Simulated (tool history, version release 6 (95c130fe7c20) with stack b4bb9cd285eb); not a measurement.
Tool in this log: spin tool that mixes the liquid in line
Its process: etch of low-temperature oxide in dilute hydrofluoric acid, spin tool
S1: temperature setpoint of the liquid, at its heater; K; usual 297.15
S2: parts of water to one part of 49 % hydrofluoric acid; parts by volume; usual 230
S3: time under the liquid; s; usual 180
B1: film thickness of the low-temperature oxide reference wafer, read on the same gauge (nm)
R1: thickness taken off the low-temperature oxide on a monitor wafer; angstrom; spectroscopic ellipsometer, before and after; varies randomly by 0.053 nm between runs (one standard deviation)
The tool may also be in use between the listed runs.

run   hour      S1   S2   S3     B1     R1
  1      0  297.15  230  230  60.01  192.8
  2   13.6  297.15  230  230     60  191.8
  3   27.5  300.65  230  180  59.99    170
  4   40.5  300.65  230  180     60  157.3
  5   57.1  300.65  230  180     60  157.2
  6   73.6  297.15  145  180     60  242.1
  7   86.5  297.15  230  180     60  136.2
  8  103.6  297.15  230  180  59.97  136.7
  9  116.2  297.15  230  180  60.01  137.3
 10    124  300.15  230  180  60.01    153
 11  140.9  301.15  195  225  59.99  243.3
 12  154.8  293.15  165  180  59.99  175.3
 13  166.7  299.65  160   90  60.01  115.9
 14  178.8  299.15  190   75  60.03   77.6
 15  184.9  297.15  230  280  60.01  214.7
 16  192.8  297.15  230  180     60  137.5
 17  221.5  297.15  230  120     60   91.7
 18  227.9  297.15  230  180  60.01  138.2
 19  243.7  293.65  230  180  59.99  121.6
 20  253.6  297.15  160  180     60  214.5
 21  268.8  295.15  230  180  59.99  129.1
 22  281.1  302.15  270   80  60.01   59.5
 23  295.8  297.15  230  125  60.01   96.9
 24  302.8  297.15  230  180  59.99  139.3
 25  309.1  300.15  190  140  59.99  151.6
 26  324.3  297.15  230  180  59.99  139.9
 27  336.8  294.65  230  180  60.01  126.3
 28  348.7  301.15  195  180  59.98  197.5
 29  358.8  297.15  230  180  60.02  139.8
 30  365.8  297.15  230  180  60.01  139.3
 31  382.7  297.15  230  180  60.01  139.4
 32  397.8  297.15  315   90  59.99   46.9

Removed from this log: 3 entries logged between the listed runs. Between which two listed runs does each belong, and how does the tool's hidden state at the listed run before it compare with that at the listed run after it?
After run 1, before run 2: gauge calibrated (hour 1)
  liquid hotter than its thermometer reads (K): 2.32 -> 2.34; hydrofluoric acid flow above the setpoint (%): 1.89 -> 1.95
  the result without the hidden state subtracted from the measured one, R1: +19.5 -> +19.6 angstrom
After run 3, before run 4: thermometer replaced (hour 33.6)
  liquid hotter than its thermometer reads (K): 2.35 -> 0.0509; hydrofluoric acid flow above the setpoint (%): 2.01 -> 2.07
  the result without the hidden state subtracted from the measured one, R1: +17.1 -> +4.3 angstrom
After run 6, before run 7: hydrofluoric acid flow meter replaced (hour 77.7)
  liquid hotter than its thermometer reads (K): 0.0821 -> 0.0942; hydrofluoric acid flow above the setpoint (%): 2.22 -> 0.34
  the result without the hidden state subtracted from the measured one, R1: +6.8 -> +1 angstrom
